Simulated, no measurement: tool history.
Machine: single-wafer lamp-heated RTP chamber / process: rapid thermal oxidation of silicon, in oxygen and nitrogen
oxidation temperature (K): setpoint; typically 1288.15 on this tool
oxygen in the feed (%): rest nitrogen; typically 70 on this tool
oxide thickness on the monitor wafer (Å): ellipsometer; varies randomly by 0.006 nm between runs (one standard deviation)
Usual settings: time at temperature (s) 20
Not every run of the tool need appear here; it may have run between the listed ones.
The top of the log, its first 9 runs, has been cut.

| run | hour | oxidation temperature (K) | time at temperature (s) | oxygen in the feed (%) | read-back reference wafer on the same gauge, thickness | oxide thickness on the monitor wafer (Å) |
|---|---|---|---|---|---|---|
|  | 634.1 | gauge calibrated |
| 10 | 653.1 | 1268.15 | 20 | 70 | 3.649 | 35.33 |
| 11 | 695.9 | 1268.15 | 20 | 70 | 3.649 | 35.51 |
| 12 | 722.8 | 1268.15 | 20 | 70 | 3.649 | 35.49 |
| 13 | 884.5 | 1288.15 | 20 | 70 | 3.651 | 40.51 |
| 14 | 911.4 | 1288.15 | 20 | 70 | 3.650 | 40.33 |
| 15 | 949.8 | 1288.15 | 20 | 70 | 3.651 | 40.34 |
| 16 | 996.8 | 1288.15 | 20 | 70 | 3.650 | 40.39 |
| 17 | 1067.1 | 1288.15 | 20 | 70 | 3.649 | 40.62 |
| 18 | 1104.6 | 1288.15 | 20 | 70 | 3.650 | 40.54 |
| 19 | 1144.8 | 1309.15 | 12 | 78 | 3.650 | 39.80 |
| 20 | 1182.8 | 1288.15 | 29 | 44 | 3.649 | 40.57 |
| 21 | 1224.0 | 1316.15 | 26 | 45 | 3.651 | 46.68 |
| 22 | 1260.2 | 1288.15 | 26 | 79 | 3.649 | 46.63 |
|  | 1311.3 | oxygen flow controller replaced |
| 23 | 1325.3 | 1288.15 | 20 | 70 | 3.652 | 40.50 |
|  | 1398.7 | pyrometer window cleaned and pyrometer calibrated |
| 24 | 1399.2 | 1301.15 | 10 | 70 | 3.652 | 33.84 |
| 25 | 1427.9 | 1303.15 | 20 | 92 | 3.651 | 47.92 |
| 26 | 1480.1 | 1270.15 | 20 | 70 | 3.652 | 35.76 |
| 27 | 1533.3 | 1288.15 | 20 | 70 | 3.648 | 40.02 |
| 28 | 1596.7 | 1273.15 | 20 | 78 | 3.651 | 37.75 |
| 29 | 1625.1 | 1271.15 | 29 | 43 | 3.651 | 36.01 |
| 30 | 1680.7 | 1288.15 | 20 | 70 | 3.649 | 40.14 |
| 31 | 1743.7 | 1288.15 | 20 | 70 | 3.650 | 40.30 |
| 32 | 1796.2 | 1318.15 | 28 | 49 | 3.652 | 49.75 |
| 33 | 1826.6 | 1288.15 | 26 | 70 | 3.649 | 44.70 |
| 34 | 1859.5 | 1288.15 | 20 | 70 | 3.648 | 40.35 |

5 ways to go on from here, each from the tool as it stands after run 34. What would each give?
| A | 1859.9 | 1288.15 | 20 | 70 | ? | ? |
| B | 1859.9 | 1269.15 | 28 | 42 | ? | ? |
| C | 1859.9 | 1314.15 | 14 | 62 | ? | ? |
| D | 1859.9 | 1296.15 | 20 | 51 | ? | ? |
| E | 1859.9 | 1305.15 | 30 | 48 | ? | ? |

| run | read-back reference wafer on the same gauge, thickness | oxide thickness on the monitor wafer (Å) |
|---|---|---|
| A | 3.651 | 40.39 |
| B | 3.651 | 35.12 |
| C | 3.651 | 40.14 |
| D | 3.651 | 38.57 |
| E | 3.651 | 46.82 |
With no hidden state in the tool, these same runs would have given:
| run | oxide thickness on the monitor wafer (Å) |
|---|---|
| A | 39.73 |
| B | 34.61 |
| C | 39.50 |
| D | 37.97 |
| E | 46.03 |
